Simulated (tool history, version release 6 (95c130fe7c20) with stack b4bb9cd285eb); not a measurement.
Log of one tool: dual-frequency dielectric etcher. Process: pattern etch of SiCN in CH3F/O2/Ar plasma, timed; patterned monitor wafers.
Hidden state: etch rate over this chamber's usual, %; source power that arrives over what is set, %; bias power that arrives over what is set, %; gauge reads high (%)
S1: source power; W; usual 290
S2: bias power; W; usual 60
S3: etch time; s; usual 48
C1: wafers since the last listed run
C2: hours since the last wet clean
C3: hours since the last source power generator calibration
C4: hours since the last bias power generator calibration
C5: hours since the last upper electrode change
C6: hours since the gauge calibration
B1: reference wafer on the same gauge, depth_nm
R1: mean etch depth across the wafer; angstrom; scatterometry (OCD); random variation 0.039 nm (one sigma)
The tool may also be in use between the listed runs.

run 1 day=0 | S1=290 S2=54 S3=41 | C1=0 C2=381.6 C3=1115.1 C4=1679 C5=3173.9 C6=171.2 | B1=17.61 | R1=124.3
run 2 day=3.254 | S1=290 S2=54 S3=41 | C1=982 C2=459.7 C3=1193.2 C4=1757.1 C5=3252 C6=249.3 | B1=17.6 | R1=124
-- day=6.704 wet clean of the chamber
run 3 day=7.225 | S1=290 S2=54 S3=41 | C1=897 C2=12.5 C3=1288.5 C4=1852.4 C5=3347.3 C6=344.6 | B1=17.61 | R1=125.9
run 4 day=11.258 | S1=290 S2=60 S3=48 | C1=1218 C2=109.3 C3=1385.3 C4=1949.2 C5=3444.1 C6=441.4 | B1=17.61 | R1=151.4
run 5 day=14.662 | S1=290 S2=60 S3=48 | C1=1028 C2=191 C3=1467 C4=2030.9 C5=3525.8 C6=523.1 | B1=17.6 | R1=151.9
-- day=18.954 gauge calibrated
run 6 day=21.508 | S1=290 S2=60 S3=56.5 | C1=2067 C2=355.3 C3=1631.3 C4=2195.2 C5=3690.1 C6=61.3 | B1=17.59 | R1=177.8
-- day=25.046 upper electrode replaced
run 7 day=25.162 | S1=290 S2=60 S3=41.5 | C1=801 C2=443 C3=1719 C4=2282.9 C5=2.8 C6=149 | B1=17.6 | R1=130.6
run 8 day=27.079 | S1=310 S2=56 S3=37 | C1=578 C2=489 C3=1765 C4=2328.9 C5=48.8 C6=195 | B1=17.6 | R1=117.2
-- day=27.588 bias power generator calibrated
-- day=30.154 wet clean of the chamber
run 9 day=32.738 | S1=320 S2=50 S3=61 | C1=1356 C2=62 C3=1900.8 C4=123.6 C5=184.6 C6=330.8 | B1=17.6 | R1=191.9
-- day=36.142 source power generator calibrated
run 10 day=36.162 | S1=310 S2=71 S3=48 | C1=983 C2=144.2 C3=0.5 C4=205.8 C5=266.8 C6=413 | B1=17.6 | R1=160.5
run 11 day=39.012 | S1=350 S2=71 S3=59.5 | C1=860 C2=212.6 C3=68.9 C4=274.2 C5=335.2 C6=481.4 | B1=17.6 | R1=210.7
run 12 day=40.533 | S1=240 S2=47 S3=40 | C1=459 C2=249.1 C3=105.4 C4=310.7 C5=371.7 C6=517.9 | B1=17.59 | R1=105.9
run 13 day=42.275 | S1=290 S2=60 S3=48 | C1=525 C2=290.9 C3=147.2 C4=352.5 C5=413.5 C6=559.7 | B1=17.6 | R1=148.5
run 14 day=44.6 | S1=240 S2=60 S3=48 | C1=702 C2=346.7 C3=203 C4=408.3 C5=469.3 C6=615.5 | B1=17.6 | R1=136.5
run 15 day=46.442 | S1=360 S2=66 S3=53.5 | C1=556 C2=390.9 C3=247.2 C4=452.5 C5=513.5 C6=659.7 | B1=17.6 | R1=187

4 ways to go on from here, each from the tool as it stands after run 15. What would each give?
run A day=46.458 | S1=290 S2=60 S3=48 | C1=5 C2=391.3 C3=247.6 C4=452.9 C5=513.9 C6=660.1 | B1=? | R1=?
run B day=46.458 | S1=290 S2=64 S3=60.5 | C1=5 C2=391.3 C3=247.6 C4=452.9 C5=513.9 C6=660.1 | B1=? | R1=?
run C day=46.458 | S1=290 S2=60 S3=38.5 | C1=5 C2=391.3 C3=247.6 C4=452.9 C5=513.9 C6=660.1 | B1=? | R1=?
run D day=46.458 | S1=270 S2=48 S3=48 | C1=5 C2=391.3 C3=247.6 C4=452.9 C5=513.9 C6=660.1 | B1=? | R1=?

run=A B1=17.6 R1=148.1
run=B B1=17.6 R1=190.2
run=C B1=17.6 R1=118.8
run=D B1=17.6 R1=134.6
Without the tool's hidden state the same runs would have given:
run=A R1=148.7
run=B R1=191.1
run=C R1=119.3
run=D R1=135.2
